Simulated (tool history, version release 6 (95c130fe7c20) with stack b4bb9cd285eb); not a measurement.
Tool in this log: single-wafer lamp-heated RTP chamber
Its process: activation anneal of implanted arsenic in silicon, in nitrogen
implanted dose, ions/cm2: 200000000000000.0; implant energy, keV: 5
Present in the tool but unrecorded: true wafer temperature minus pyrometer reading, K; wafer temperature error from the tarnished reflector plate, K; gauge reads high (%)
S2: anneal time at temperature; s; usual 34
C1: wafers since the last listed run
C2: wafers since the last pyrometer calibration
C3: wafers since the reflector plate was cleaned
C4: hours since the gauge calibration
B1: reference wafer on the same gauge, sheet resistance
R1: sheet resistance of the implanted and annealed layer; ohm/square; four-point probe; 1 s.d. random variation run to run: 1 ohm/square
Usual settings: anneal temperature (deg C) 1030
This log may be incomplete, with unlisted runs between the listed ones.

Run 1, hour 0.0: usual settings but anneal temperature (deg C) 1019, S2 27 s; C1 0; C2 4327; C3 13334; C4 192.8; B1 405.99. Result: R1 429.15 ohm/square.
Run 2, hour 24.0: usual settings; C1 220; C2 4548; C3 13555; C4 216.8; B1 406.22. Result: R1 417.51 ohm/square.
Run 3, hour 38.0: usual settings but anneal temperature (deg C) 1040, S2 49 s; C1 128; C2 4677; C3 13684; C4 230.8; B1 406.32. Result: R1 398.92 ohm/square.
Run 4, hour 73.1: usual settings but anneal temperature (deg C) 1040, S2 49 s; C1 323; C2 5000; C3 14007; C4 265.9; B1 406.72. Result: R1 402.39 ohm/square.
Run 5, hour 109.0: usual settings; C1 330; C2 5331; C3 14338; C4 301.8; B1 406.95. Result: R1 416.44 ohm/square.
Run 6, hour 124.1: usual settings; C1 139; C2 5470; C3 14477; C4 316.9; B1 406.93. Result: R1 415.62 ohm/square.
Run 7, hour 140.8: usual settings; C1 153; C2 5624; C3 14630; C4 333.6; B1 407.55. Result: R1 416.06 ohm/square.
Run 8, hour 175.0: usual settings but anneal temperature (deg C) 1048; C1 314; C2 5938; C3 14945; C4 367.8; B1 407.87. Result: R1 406.17 ohm/square.
Run 9, hour 207.7: usual settings but anneal temperature (deg C) 1048; C1 301; C2 6239; C3 15246; C4 400.5; B1 407.89. Result: R1 408.96 ohm/square.
Run 10, hour 230.2: usual settings; C1 207; C2 6447; C3 15453; C4 423.0; B1 408.37. Result: R1 418.40 ohm/square.
At hour 245.4: reflector plate cleaned.
Run 11, hour 247.5: usual settings; C1 85; C2 6532; C3 19; C4 440.3; B1 408.25. Result: R1 418.58 ohm/square.
Run 12, hour 268.1: usual settings; C1 189; C2 6722; C3 208; C4 460.9; B1 408.46. Result: R1 418.04 ohm/square.
Run 13, hour 295.2: usual settings; C1 249; C2 6971; C3 458; C4 488.0; B1 408.54. Result: R1 420.32 ohm/square.
At hour 312.1: gauge calibrated.
Run 14, hour 329.5: usual settings but anneal temperature (deg C) 1050, S2 19 s; C1 315; C2 7287; C3 774; C4 17.4; B1 403.41. Result: R1 416.42 ohm/square.
At hour 358.8: pyrometer window cleaned and pyrometer calibrated.
Run 15, hour 359.3: usual settings; C1 200; C2 4; C3 974; C4 47.2; B1 403.74. Result: R1 413.44 ohm/square.
Run 16, hour 368.8: usual settings; C1 87; C2 92; C3 1062; C4 56.7; B1 403.81. Result: R1 412.14 ohm/square.
Run 17, hour 384.7: usual settings; C1 146; C2 238; C3 1208; C4 72.6; B1 403.85. Result: R1 413.90 ohm/square.
Run 18, hour 397.2: usual settings but S2 19 s; C1 115; C2 353; C3 1323; C4 85.1; B1 404.20. Result: R1 427.41 ohm/square.
Run 19, hour 414.7: usual settings but anneal temperature (deg C) 1052, S2 45 s; C1 161; C2 514; C3 1484; C4 102.6; B1 403.98. Result: R1 393.40 ohm/square.
Run 20, hour 431.6: usual settings; C1 155; C2 670; C3 1640; C4 119.5; B1 404.45. Result: R1 416.27 ohm/square.
Run 21, hour 466.4: usual settings but anneal temperature (deg C) 1004, S2 48 s; C1 320; C2 990; C3 1960; C4 154.3; B1 404.58. Result: R1 420.79 ohm/square.

What does the tool deliver on the next run?
Run 22, hour 496.9: usual settings but anneal temperature (deg C) 1042, S2 48 s; C1 280; C2 1271; C3 2241; C4 184.8; B1 ?. Result: R1 ?.

{"run 22": {"B1": 405.07, "R1": 399.5}}
If the tool had no hidden condition, the same run with the same run-to-run variation would have returned R1 398.46 ohm/square.
